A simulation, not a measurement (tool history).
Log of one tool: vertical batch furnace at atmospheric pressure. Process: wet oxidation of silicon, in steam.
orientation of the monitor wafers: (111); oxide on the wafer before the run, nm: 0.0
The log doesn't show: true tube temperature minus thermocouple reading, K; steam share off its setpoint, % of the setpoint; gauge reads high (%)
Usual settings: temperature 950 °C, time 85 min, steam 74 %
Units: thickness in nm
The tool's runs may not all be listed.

run   hour  temperature   time  steam  wafers since the last listed run  hours since the last temperature calibration  hours since the steam generator was serviced  hours since the gauge calibration  read-back reference wafer on the same gauge, thickness  thickness
  1      0          950     85     74                                 0                                         949.9                                        3741.3                              272.7                                                  377.12     388.82
  2   15.9          950     85     74                               163                                         965.8                                        3757.2                              288.6                                                  376.99     388.92
  3     31          950     85     74                               155                                         980.9                                        3772.3                              303.7                                                  377.03      388.2
  4   47.8          950     85     74                               173                                         997.7                                        3789.1                              320.5                                                  376.97     389.28
  5   58.5          950     85     74                               110                                        1008.4                                        3799.8                              331.2                                                  377.11     389.37
  6   67.3          950     85     74                                90                                        1017.2                                        3808.6                                340                                                  377.13     389.71
  7   76.5          950     85     74                                94                                        1026.4                                        3817.8                              349.2                                                  377.01     389.79
  8     86          944  114.5     74                                97                                        1035.9                                        3827.3                              358.7                                                  377.02     455.42
  9  102.1          944  114.5     74                               166                                          1052                                        3843.4                              374.8                                                  376.93     454.88
 10  112.5          950     85     74                               107                                        1062.4                                        3853.8                              385.2                                                  377.09     389.31
 11    157          950     85     74                               458                                        1106.9                                        3898.3                              429.7                                                  377.06     390.08
 12    168          950     85     74                               113                                        1117.9                                        3909.3                              440.7                                                  376.99     390.39
 13  178.7          950    106     71                               110                                        1128.6                                          3920                              451.4                                                  377.15     441.22
 14  191.5          950   54.5     79                               131                                        1141.4                                        3932.8                              464.2                                                  376.92     300.68
 15  199.2          950   54.5     79                                79                                        1149.1                                        3940.5                              471.9                                                  377.19      299.6
 16  212.8          950   54.5     79                               140                                        1162.7                                        3954.1                              485.5                                                  377.03      299.2
 17    230          950     85     74                               177                                        1179.9                                        3971.3                              502.7                                                  376.91     389.62
 18  244.7          928     85     70                               151                                        1194.6                                          3986                              517.4                                                  376.92     316.72
 19  257.9          944  114.5     74                               136                                        1207.8                                        3999.2                              530.6                                                  377.15      457.9
 20  272.6          929  124.5     78                               151                                        1222.5                                        4013.9                              545.3                                                   377.2     451.82
 21  286.7          971   53.5     84                               145                                        1236.6                                          4028                              559.4                                                  376.94     361.44
 22  301.2          950  126.5     74                               149                                        1251.1                                        4042.5                              573.9                                                  376.99     510.79
 23  316.3          950   72.5     71                               155                                        1266.2                                        4057.6                                589                                                  377.15     340.04
 24  334.6          937   63.5     71                               188                                        1284.5                                        4075.9                              607.3                                                  376.94     279.08
 25  346.9          944  114.5     74                               126                                        1296.8                                        4088.2                              619.6                                                  376.89     457.94
 26  364.8          966     85     79                               184                                        1314.7                                        4106.1                              637.5                                                  376.98     456.29
       389  -- steam generator serviced
     396.7  -- thermocouples replaced and temperature profile calibrated
     396.8  -- gauge calibrated
 27  397.2          950    117     82                                 7                                           0.5                                           8.2                                0.4                                                  377.12     500.65
 28  401.5          966  101.5     66                                44                                           4.8                                          12.5                                4.7                                                   377.1     441.76
 29  405.9          966     85     79                                45                                           9.2                                          16.9                                9.1                                                  377.01     441.34
 30  447.9          940     85     67                               433                                          51.2                                          58.9                               51.1                                                  376.99     325.61
 31  465.5          950     85     80                               181                                          68.8                                          76.5                               68.7                                                  376.83     400.93
 32  482.6          950     46     74                               176                                          85.9                                          93.6                               85.8                                                     377     245.86
 33  489.4          944  114.5     74                                70                                          92.7                                         100.4                               92.6                                                  377.01      444.1
 34  505.2          966  101.5     66                               162                                         108.5                                         116.2                              108.4                                                  376.79     442.57
 35  523.5          950     85     74                               188                                         126.8                                         134.5                              126.7                                                  376.89     379.63
 36  532.4          950     85     74                                91                                         135.7                                         143.4                              135.6                                                  376.87      378.5
 37  547.4          950     85     74                               154                                         150.7                                         158.4                              150.6                                                  377.03     380.16
 38  564.5          950     69     84                               176                                         167.8                                         175.5                              167.7                                                  377.02     360.75
 39  578.3          929  124.5     74                               142                                         181.6                                         189.3                              181.5                                                  377.05     426.11

3 ways to go on from here, each from the tool as it stands after run 39. What would each give?
  A  582.8          950  114.5     74                                46                                         186.1                                         193.8                                186                                                       ?          ?
  B  582.8          943     85     65                                46                                         186.1                                         193.8                                186                                                       ?          ?
  C  582.8          933   57.5     74                                46                                         186.1                                         193.8                                186                                                       ?          ?

run  read-back reference wafer on the same gauge, thickness  thickness
  A                                                  377.15     464.98
  B                                                  377.15     329.33
  C                                                  377.15     250.56
Without the tool's hidden state the same runs would have given:
run  thickness
  A     459.42
  B     324.86
  C     246.81
